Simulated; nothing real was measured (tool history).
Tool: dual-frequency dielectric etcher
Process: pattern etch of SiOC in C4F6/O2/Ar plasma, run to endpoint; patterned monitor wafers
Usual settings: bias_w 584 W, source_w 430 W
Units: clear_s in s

| run | day | bias_w | source_w | incoming incoming film thickness, nm | clear_s |
|---|---|---|---|---|---|
| 1 | 0.000 | 504 | 430 | 26.16 | 8.6 |
| 2 | 0.579 | 504 | 430 | 25.80 | 8.5 |
| 3 | 1.050 | 504 | 430 | 26.00 | 8.4 |
| 4 | 1.342 | 584 | 370 | 26.12 | 8.6 |
| 5 | 1.904 | 584 | 370 | 26.25 | 8.6 |
| 6 | 2.392 | 584 | 470 | 26.02 | 7.7 |
| 7 | 2.879 | 584 | 470 | 26.22 | 7.7 |
| 8 | 3.804 | 584 | 470 | 26.03 | 7.7 |
| 9 | 4.496 | 584 | 430 | 25.97 | 7.9 |
|  | 5.125 | source power generator calibrated |
| 10 | 5.146 | 584 | 430 | 26.07 | 8.0 |
| 11 | 5.867 | 584 | 430 | 26.18 | 8.1 |
|  | 6.358 | bias power generator calibrated |
|  | 7.088 | upper electrode replaced |
| 12 | 7.108 | 530 | 470 | 26.20 | 8.1 |
|  | 8.575 | wet clean of the chamber |
| 13 | 8.596 | 502 | 470 | 26.45 | 8.4 |
| 14 | 8.612 | 472 | 400 | 26.19 | 9.1 |
| 15 | 8.683 | 467 | 320 | 26.04 | 10.2 |
| 16 | 9.017 | 477 | 330 | 26.30 | 10.1 |
| 17 | 9.471 | 685 | 430 | 26.04 | 7.5 |
| 18 | 9.888 | 515 | 330 | 25.92 | 9.6 |
| 19 | 10.596 | 701 | 340 | 25.96 | 8.3 |
| 20 | 11.175 | 700 | 400 | 26.12 | 7.7 |
| 21 | 11.496 | 466 | 360 | 26.14 | 9.7 |
| 22 | 11.996 | 466 | 360 | 25.95 | 9.6 |
| 23 | 12.383 | 584 | 430 | 26.26 | 8.0 |

What the log doesn't show, run by run:
etch rate over this chamber's usual, %: 0 in every run
bias power that arrives over what is set, %: 0 in every run
source power that arrives over what is set, %: 0 in every run
